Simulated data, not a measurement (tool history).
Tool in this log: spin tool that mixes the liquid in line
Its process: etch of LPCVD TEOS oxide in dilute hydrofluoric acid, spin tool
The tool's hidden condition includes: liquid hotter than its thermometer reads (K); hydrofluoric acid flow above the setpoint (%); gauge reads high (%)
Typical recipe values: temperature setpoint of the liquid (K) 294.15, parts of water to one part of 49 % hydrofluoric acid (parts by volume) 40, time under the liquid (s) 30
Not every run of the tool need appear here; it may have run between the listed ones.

run    hour  temperature setpoint of the liquid (K)  parts of water to one part of 49 % hydrofluoric acid (parts by volume)  time under the liquid (s)  wafers since the last listed run  hours since the thermometer was replaced  hours since the hydrofluoric acid flow meter was replaced  hours since the gauge calibration  read-back film thickness of the LPCVD TEOS oxide reference wafer, read on the same gauge (nm)  thickness taken off the LPCVD TEOS oxide on a monitor wafer (nm)
  1     0.0                                  294.15                                                                      40                         25                                 0                                    1066.8                                                      850.3                             1340.5                                                                                          59.97                                                             19.75
  2    93.9                                  294.15                                                                      40                         25                              1327                                    1160.7                                                      944.2                             1434.4                                                                                          59.98                                                             19.91
  3   188.6                                  294.15                                                                      40                         25                              1338                                    1255.4                                                     1038.9                             1529.1                                                                                          59.99                                                             20.03
  4   268.9                                  295.65                                                                      40                         35                              1134                                    1335.7                                                     1119.2                             1609.4                                                                                          60.01                                                             29.77
  5   367.5                                  295.65                                                                      40                         35                              1393                                    1434.3                                                     1217.8                             1708.0                                                                                          59.97                                                             29.92
  6   407.2                                  295.65                                                                      40                         35                               561                                    1474.0                                                     1257.5                             1747.7                                                                                          59.99                                                             30.19
  7   511.2                                  294.15                                                                      40                         15                              1469                                    1578.0                                                     1361.5                             1851.7                                                                                          60.00                                                             12.31
      563.1  -- hydrofluoric acid flow meter replaced
  8   609.8                                  294.15                                                                      40                         30                              1379                                    1676.6                                                       46.7                             1950.3                                                                                          60.01                                                             22.77
      645.6  -- gauge calibrated
  9   686.3                                  294.15                                                                      40                         30                              1081                                    1753.1                                                      123.2                               40.7                                                                                          59.96                                                             22.68
 10   725.9                                  294.15                                                                      40                         30                               559                                    1792.7                                                      162.8                               80.3                                                                                          60.01                                                             22.84
 11   773.1                                  294.15                                                                      40                         30                               667                                    1839.9                                                      210.0                              127.5                                                                                          60.00                                                             22.70
 12  1076.8                                  294.15                                                                      50                         20                              4292                                    2143.6                                                      513.7                              431.2                                                                                          60.04                                                             12.47
 13  1142.4                                  297.15                                                                      55                         35                               927                                    2209.2                                                      579.3                              496.8                                                                                          60.01                                                             22.05
     1225.8  -- thermometer replaced
 14  1233.7                                  294.15                                                                      25                         45                              1276                                       7.9                                                      670.6                              588.1                                                                                          60.03                                                             55.90
 15  1274.8                                  294.15                                                                      40                         30                               580                                      49.0                                                      711.7                              629.2                                                                                          60.02                                                             22.93
 16  1336.1                                  294.15                                                                      40                         20                               866                                     110.3                                                      773.0                              690.5                                                                                          59.98                                                             15.61
 17  1421.5                                  291.65                                                                      35                         25                              1207                                     195.7                                                      858.4                              775.9                                                                                          59.98                                                             20.03
 18  1504.9                                  294.15                                                                      40                         40                              1178                                     279.1                                                      941.8                              859.3                                                                                          59.99                                                             30.87
 19  1541.2                                  292.65                                                                      40                         30                               513                                     315.4                                                      978.1                              895.6                                                                                          59.99                                                             21.99
 20  1759.7                                  294.15                                                                      40                         50                              3088                                     533.9                                                     1196.6                             1114.1                                                                                          59.96                                                             39.50
 21  1839.5                                  294.15                                                                      40                         30                              1127                                     613.7                                                     1276.4                             1193.9                                                                                          60.01                                                             23.93

Measured less the same run without the tool's hidden state. The same run-to-run variation is in both; the gauge's scatter may not be:
run  thickness taken off the LPCVD TEOS oxide on a monitor wafer (nm)
  1                                                             +1.45
  2                                                             +1.59
  3                                                             +1.73
  4                                                             +2.71
  5                                                             +2.92
  6                                                             +3.03
  7                                                             +1.32
  8                                                             +0.92
  9                                                             +1.04
 10                                                             +1.12
 11                                                             +1.19
 12                                                             +0.92
 13                                                             +1.70
 14                                                             +2.76
 15                                                             +1.21
 16                                                             +0.90
 17                                                             +1.26
 18                                                             +2.13
 19                                                             +1.57
 20                                                             +3.39
 21                                                             +2.18

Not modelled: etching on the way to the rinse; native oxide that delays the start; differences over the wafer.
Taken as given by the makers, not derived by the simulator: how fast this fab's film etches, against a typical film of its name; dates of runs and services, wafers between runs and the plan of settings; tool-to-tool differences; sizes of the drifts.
